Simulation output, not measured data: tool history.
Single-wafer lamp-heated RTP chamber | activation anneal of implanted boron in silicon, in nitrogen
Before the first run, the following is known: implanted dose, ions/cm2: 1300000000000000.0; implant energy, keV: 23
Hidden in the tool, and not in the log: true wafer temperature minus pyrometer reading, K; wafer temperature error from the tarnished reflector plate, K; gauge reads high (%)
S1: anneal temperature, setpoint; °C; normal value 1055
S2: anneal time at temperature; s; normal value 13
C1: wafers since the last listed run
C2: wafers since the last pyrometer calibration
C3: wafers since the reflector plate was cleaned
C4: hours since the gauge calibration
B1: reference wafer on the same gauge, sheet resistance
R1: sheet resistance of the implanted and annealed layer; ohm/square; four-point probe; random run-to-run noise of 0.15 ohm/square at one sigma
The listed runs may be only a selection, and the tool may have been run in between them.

run,hour,S1,S2,C1,C2,C3,C4,B1,R1
1,0.0,1055,13,0,1494,6619,111.3,109.77,99.91
2,10.0,1067,13,89,1583,6708,121.3,109.65,99.38
3,19.4,1039,13,83,1667,6792,130.7,109.62,101.09
4,30.6,1065,13,99,1767,6891,141.9,109.49,99.66
5,39.8,1065,13,81,1849,6973,151.1,109.57,99.44
6,57.0,1065,13,153,2002,7126,168.3,109.31,99.13
7,74.5,1055,13,155,2158,7282,185.8,109.17,99.72
# hour 85.7: pyrometer window cleaned and pyrometer calibrated
8,88.6,1055,13,54,25,7336,199.9,108.95,99.34
9,95.0,1055,13,56,82,7393,206.3,109.03,99.40
# hour 99.2: gauge calibrated
# hour 103.9: reflector plate cleaned
10,112.4,1049,13,83,166,75,13.2,110.06,100.47
11,128.4,1076,15,142,308,218,29.2,110.09,99.23
12,141.7,1041,11,118,427,336,42.5,110.04,101.53
13,148.0,1055,7,56,483,392,48.8,109.97,100.94
14,161.0,1028,6,115,599,508,61.8,110.04,103.58
15,178.4,1055,18,154,754,663,79.2,110.01,100.02
16,186.9,1055,13,75,829,739,87.7,109.85,100.22
17,196.4,1055,13,84,914,823,97.2,109.79,100.08
18,202.7,1029,16,56,970,879,103.5,109.85,102.17
19,209.2,1055,13,57,1028,937,110.0,109.78,99.78
20,216.0,1043,7,60,1088,998,116.8,109.77,101.51

Per-run results on a tool with no hidden state, each run keeping its own random variation:
run,R1
1,100.19
2,99.71
3,101.48
4,100.10
5,99.94
6,99.74
7,100.46
8,100.19
9,100.31
10,100.40
11,99.17
12,101.49
13,100.92
14,103.59
15,100.08
16,100.30
17,100.20
18,102.32
19,99.95
20,101.72

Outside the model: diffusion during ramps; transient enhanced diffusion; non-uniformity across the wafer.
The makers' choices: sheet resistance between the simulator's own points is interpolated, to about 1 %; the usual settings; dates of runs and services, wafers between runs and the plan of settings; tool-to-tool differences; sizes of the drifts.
